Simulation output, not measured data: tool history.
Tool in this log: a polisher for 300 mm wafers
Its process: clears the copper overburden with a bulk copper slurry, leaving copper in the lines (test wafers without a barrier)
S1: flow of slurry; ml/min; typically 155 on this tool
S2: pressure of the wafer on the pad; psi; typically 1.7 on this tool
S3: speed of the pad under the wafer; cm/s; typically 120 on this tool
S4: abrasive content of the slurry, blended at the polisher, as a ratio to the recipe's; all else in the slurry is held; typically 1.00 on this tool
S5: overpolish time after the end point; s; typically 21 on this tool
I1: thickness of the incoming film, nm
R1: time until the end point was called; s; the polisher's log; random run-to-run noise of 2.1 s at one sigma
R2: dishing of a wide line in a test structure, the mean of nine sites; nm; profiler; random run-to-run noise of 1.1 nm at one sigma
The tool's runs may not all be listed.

run	hour	S1	S2	S3	S4	S5	I1	R1	R2
1	0.0	110	1.7	106	1.00	21	691.1	145.4	44.6
2	32.0	110	1.7	106	1.00	21	685.9	144.7	46.7
# hour 62.4: worn pad replaced by a new one
3	62.9	110	1.7	106	1.00	21	695.3	151.1	46.8
4	84.7	155	1.7	120	1.00	21	694.7	122.1	51.7
# hour 110.6: slurry blender recalibrated
5	116.6	155	1.7	120	1.00	21	690.9	116.3	52.3
6	129.9	155	1.7	120	1.00	21	689.8	121.8	50.5
7	157.3	155	1.7	120	1.00	21	709.4	130.8	51.0
8	175.5	155	1.7	120	1.00	21	692.0	123.5	50.2
9	200.0	190	2.0	120	1.00	21	694.8	102.4	57.4
# hour 223.0: worn pad replaced by a new one
10	233.2	155	1.7	120	1.00	21	697.0	124.8	50.0
# hour 249.2: head pressure recalibrated
11	263.6	155	1.7	120	1.00	21	688.9	117.2	51.3
12	293.1	155	1.7	120	1.00	21	700.6	126.6	50.9
# hour 295.4: slurry blender recalibrated
13	327.2	155	1.7	120	1.00	21	710.5	128.5	51.5
# hour 393.4: worn pad replaced by a new one
14	407.2	155	1.7	120	1.20	16	687.7	114.2	45.8
15	421.0	140	1.7	120	1.00	12	695.2	129.5	34.3
16	448.5	155	1.5	120	1.00	21	688.8	141.7	46.2
# hour 467.1: slurry blender recalibrated
17	483.0	120	1.7	120	1.00	21	693.2	130.7	49.1
# hour 491.3: slurry nozzle cleaned
18	507.0	110	1.7	154	1.00	21	704.5	94.9	58.9
# hour 536.8: head pressure recalibrated
# hour 541.1: worn pad replaced by a new one
19	541.6	155	1.7	120	1.00	21	684.9	114.7	52.8
20	556.7	155	1.7	120	0.80	21	702.7	124.3	50.2
21	579.0	155	1.7	120	1.00	28	702.2	118.0	63.2
22	591.9	180	1.7	120	1.00	21	695.0	109.9	53.5
23	604.5	155	1.7	120	1.00	21	710.4	116.8	54.9
24	621.3	155	1.7	120	1.00	21	698.3	118.1	53.5
25	639.6	110	1.7	120	1.00	21	690.3	124.1	51.5
# hour 645.4: slurry blender recalibrated
26	662.7	115	1.5	120	1.30	21	691.6	135.6	49.2
27	680.4	130	1.7	120	1.00	21	687.1	121.7	53.7
# hour 691.2: worn pad replaced by a new one
28	737.9	175	1.7	120	1.10	13	694.2	112.5	40.0

The next listed run, before its measurement:
29	762.8	155	1.7	120	0.85	21	699.4	?	?

Run 29 measured R1 128.7 s, R2 50.6 nm.
With the hidden condition absent and the run-to-run variation left alone, this run would have shown R1 119.0 s, R2 52.8 nm.

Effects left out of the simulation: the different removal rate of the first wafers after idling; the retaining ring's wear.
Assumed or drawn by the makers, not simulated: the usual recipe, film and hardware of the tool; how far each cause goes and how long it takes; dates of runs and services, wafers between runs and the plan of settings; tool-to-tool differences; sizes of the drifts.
